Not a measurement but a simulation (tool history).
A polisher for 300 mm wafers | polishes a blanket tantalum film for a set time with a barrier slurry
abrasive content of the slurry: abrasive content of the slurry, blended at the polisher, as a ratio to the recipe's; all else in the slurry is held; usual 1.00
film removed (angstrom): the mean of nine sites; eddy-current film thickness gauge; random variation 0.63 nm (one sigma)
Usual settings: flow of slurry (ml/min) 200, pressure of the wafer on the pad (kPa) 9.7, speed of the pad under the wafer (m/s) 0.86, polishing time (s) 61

run	hour	flow of slurry (ml/min)	pressure of the wafer on the pad (kPa)	speed of the pad under the wafer (m/s)	abrasive content of the slurry	polishing time (s)	wafers since the last listed run	wafers polished on this pad	hours since the slurry nozzle was cleaned	hours since the head pressure was calibrated	hours since the slurry blender was calibrated	incoming thickness of the incoming film, nm	film removed (angstrom)
1	0.0	200	7.6	0.78	1.00	61	0	72	273.6	1254.2	434.7	319.3	428
2	17.0	200	7.6	0.78	1.00	61	106	179	290.6	1271.2	451.7	316.4	421
3	30.4	180	9.7	0.86	1.00	61	84	263	304.0	1284.6	465.1	320.4	560
4	83.2	180	9.7	0.86	1.00	61	331	595	356.8	1337.4	517.9	316.0	543
5	89.2	180	9.7	0.86	1.00	61	37	633	362.8	1343.4	523.9	320.7	538
6	99.4	200	9.7	0.86	1.00	61	64	697	373.0	1353.6	534.1	318.2	552
# hour 112.6: worn pad replaced by a new one
7	113.1	200	9.7	0.86	1.00	61	60	3	386.7	1367.3	547.8	324.2	549
# hour 118.0: slurry blender recalibrated
8	121.6	220	9.7	0.86	1.00	61	40	44	395.2	1375.8	3.6	318.8	655
9	133.9	220	9.7	0.86	1.00	61	77	121	407.5	1388.1	15.9	317.7	650
10	150.0	200	9.7	0.86	1.00	61	101	222	423.6	1404.2	32.0	316.7	638
11	158.6	200	9.7	0.86	1.00	61	54	276	432.2	1412.8	40.6	316.6	628
12	170.2	200	9.7	0.86	1.00	81	72	349	443.8	1424.4	52.2	316.3	846
# hour 171.5: slurry nozzle cleaned
13	177.5	240	6.9	0.74	1.00	74	39	389	6.0	1431.7	59.5	318.1	569
14	187.6	135	11.7	0.86	1.00	77	63	452	16.1	1441.8	69.6	318.6	1013
# hour 190.4: head pressure recalibrated
15	200.7	200	9.7	0.86	1.00	61	69	522	29.2	10.3	82.7	320.8	711
16	215.2	135	12.4	0.86	0.85	61	91	613	43.7	24.8	97.2	319.4	788
# hour 230.1: worn pad replaced by a new one
17	230.6	220	9.7	0.86	1.00	61	71	3	59.1	40.2	112.6	323.3	703
18	237.2	200	9.7	0.86	1.00	61	41	44	65.7	46.8	119.2	316.5	697
19	250.4	200	11.7	0.86	1.00	81	82	127	78.9	60.0	132.4	321.2	1115
20	263.0	135	9.7	0.86	0.90	61	79	206	91.5	72.6	145.0	317.6	607
21	309.3	140	7.6	0.86	1.00	78	290	497	137.8	118.9	191.3	320.4	607

Run 22 comes next. What will it give?
22	327.0	150	11.7	0.86	0.70	74	111	609	155.5	136.6	209.0	318.9	?

{"run 22": {"film removed (angstrom)": 818}}
Without the tool's hidden state the same run would have given film removed (angstrom) 931.
